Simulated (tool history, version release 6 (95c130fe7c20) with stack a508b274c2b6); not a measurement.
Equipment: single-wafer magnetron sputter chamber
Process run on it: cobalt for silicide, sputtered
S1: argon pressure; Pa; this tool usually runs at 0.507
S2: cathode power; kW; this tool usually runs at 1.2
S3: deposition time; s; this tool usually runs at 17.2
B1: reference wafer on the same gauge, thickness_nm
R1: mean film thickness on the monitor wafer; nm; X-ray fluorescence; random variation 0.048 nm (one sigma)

Run 1, hour 0: usual settings; B1 8.09. Result: R1 9.161 nm.
Run 2, hour 10.7: usual settings; B1 8.117. Result: R1 9.092 nm.
At hour 37.6: sputter target and shields replaced.
Run 3, hour 39.3: usual settings but S1 0.619 Pa, S3 15.6 s; B1 8.106. Result: R1 8.271 nm.
Run 4, hour 50.1: usual settings but S1 0.366 Pa; B1 8.117. Result: R1 9.957 nm.
Run 5, hour 56.5: usual settings but S2 1.25 kW; B1 8.112. Result: R1 9.928 nm.
Run 6, hour 68.6: usual settings but S2 1.25 kW; B1 8.115. Result: R1 9.865 nm.
Run 7, hour 80.7: usual settings but S2 1.1 kW; B1 8.109. Result: R1 8.599 nm.
At hour 91.9: magnet pack replaced.
Run 8, hour 92.4: usual settings but S2 1.1 kW; B1 8.1. Result: R1 8.635 nm.
Run 9, hour 102.3: usual settings; B1 8.09. Result: R1 9.342 nm.
Run 10, hour 113.3: usual settings; B1 8.112. Result: R1 9.375 nm.
Run 11, hour 121.2: usual settings; B1 8.095. Result: R1 9.341 nm.
Run 12, hour 132.9: usual settings but S1 0.315 Pa, S3 15.6 s; B1 8.103. Result: R1 9.107 nm.
Run 13, hour 150.4: usual settings but S1 0.652 Pa, S2 1.05 kW, S3 18.4 s; B1 8.105. Result: R1 8.247 nm.
Run 14, hour 162.8: usual settings but S2 1.05 kW, S3 18.2 s; B1 8.119. Result: R1 8.539 nm.
Run 15, hour 176.2: usual settings; B1 8.099. Result: R1 9.164 nm.
Run 16, hour 182.5: usual settings but S1 0.433 Pa, S2 0.95 kW, S3 15.2 s; B1 8.112. Result: R1 6.572 nm.
Run 17, hour 197.2: usual settings but S1 0.323 Pa, S3 15.4 s; B1 8.123. Result: R1 8.647 nm.
Run 18, hour 210.7: usual settings but S1 0.706 Pa, S3 15 s; B1 8.104. Result: R1 7.382 nm.
At hour 231.3: sputter target and shields replaced.
Run 19, hour 253.8: usual settings but S2 1.3 kW, S3 20.1 s; B1 8.093. Result: R1 11.917 nm.
At hour 266.2: capacitance manometer re-zeroed and calibrated.
Run 20, hour 266.7: usual settings but S1 0.641 Pa; B1 8.106. Result: R1 9.084 nm.
Run 21, hour 279.4: usual settings; B1 8.099. Result: R1 9.467 nm.
Run 22, hour 286.3: usual settings; B1 8.115. Result: R1 9.3 nm.
At hour 289.8: gauge calibrated.
Run 23, hour 302.4: usual settings; B1 8.115. Result: R1 9.365 nm.
Run 24, hour 309.1: usual settings but S1 0.335 Pa, S2 1.1 kW, S3 14.5 s; B1 8.121. Result: R1 7.703 nm.
Run 25, hour 319.9: usual settings; B1 8.123. Result: R1 9.43 nm.
Run 26, hour 333: usual settings but S1 0.564 Pa, S2 1.05 kW, S3 19.1 s; B1 8.107. Result: R1 8.851 nm.
Run 27, hour 339.9: usual settings but S1 0.6 Pa, S2 1 kW, S3 18.7 s; B1 8.107. Result: R1 8.108 nm.
Run 28, hour 346.7: usual settings; B1 8.114. Result: R1 9.16 nm.
Run 29, hour 353.8: usual settings but S1 0.416 Pa, S3 14.6 s; B1 8.114. Result: R1 8.037 nm.
Run 30, hour 403.7: usual settings; B1 8.127. Result: R1 9.138 nm.
Run 31, hour 410.7: usual settings but S1 0.349 Pa, S2 1.3 kW, S3 19.5 s; B1 8.127. Result: R1 11.673 nm.
Run 32, hour 419.1: usual settings but S1 0.396 Pa; B1 8.1. Result: R1 9.265 nm.
Run 33, hour 431.8: usual settings but S1 0.58 Pa, S2 1.35 kW, S3 14.1 s; B1 8.103. Result: R1 7.967 nm.
At hour 441: sputter target and shields replaced.
Run 34, hour 471.9: usual settings but S1 0.389 Pa, S3 15.5 s; B1 8.085. Result: R1 8.784 nm.
Run 35, hour 478.6: usual settings but S1 0.56 Pa, S3 20.2 s; B1 8.094. Result: R1 10.93 nm.
Run 36, hour 495.8: usual settings; B1 8.116. Result: R1 9.415 nm.

Below, some changes in R1 between adjacent runs. For each, the amount present without the hidden state too (settings, incoming material, random variation) and the amount remaining for the hidden state with gauge scatter not shared by both compared results:
Unlogged tool condition in this case: deposition rate above that of a new target (%); true argon pressure above the setpoint (%); gauge reads high (%).
Run 2 -> 3: S1 0.507 -> 0.619, S3 17.2 -> 15.6, sputter target and shields replaced. R1 -0.821 nm: hidden state +0.327, all else -1.148.
Run 15 -> 16: S1 0.507 -> 0.433, S2 1.2 -> 0.95, S3 17.2 -> 15.2. R1 -2.592 nm: hidden state +0.07, all else -2.662.
Run 18 -> 19: S1 0.706 -> 0.507, S2 1.2 -> 1.3, S3 15 -> 20.1, sputter target and shields replaced. R1 +4.535 nm: hidden state +0.254, all else +4.281.
Run 19 -> 20: S1 0.507 -> 0.641, S2 1.3 -> 1.2, S3 20.1 -> 17.2, capacitance manometer re-zeroed and calibrated. R1 -2.833 nm: hidden state +0.017, all else -2.85.
Run 33 -> 34: S1 0.58 -> 0.389, S2 1.35 -> 1.2, S3 14.1 -> 15.5, sputter target and shields replaced. R1 +0.817 nm: hidden state +0.501, all else +0.316.
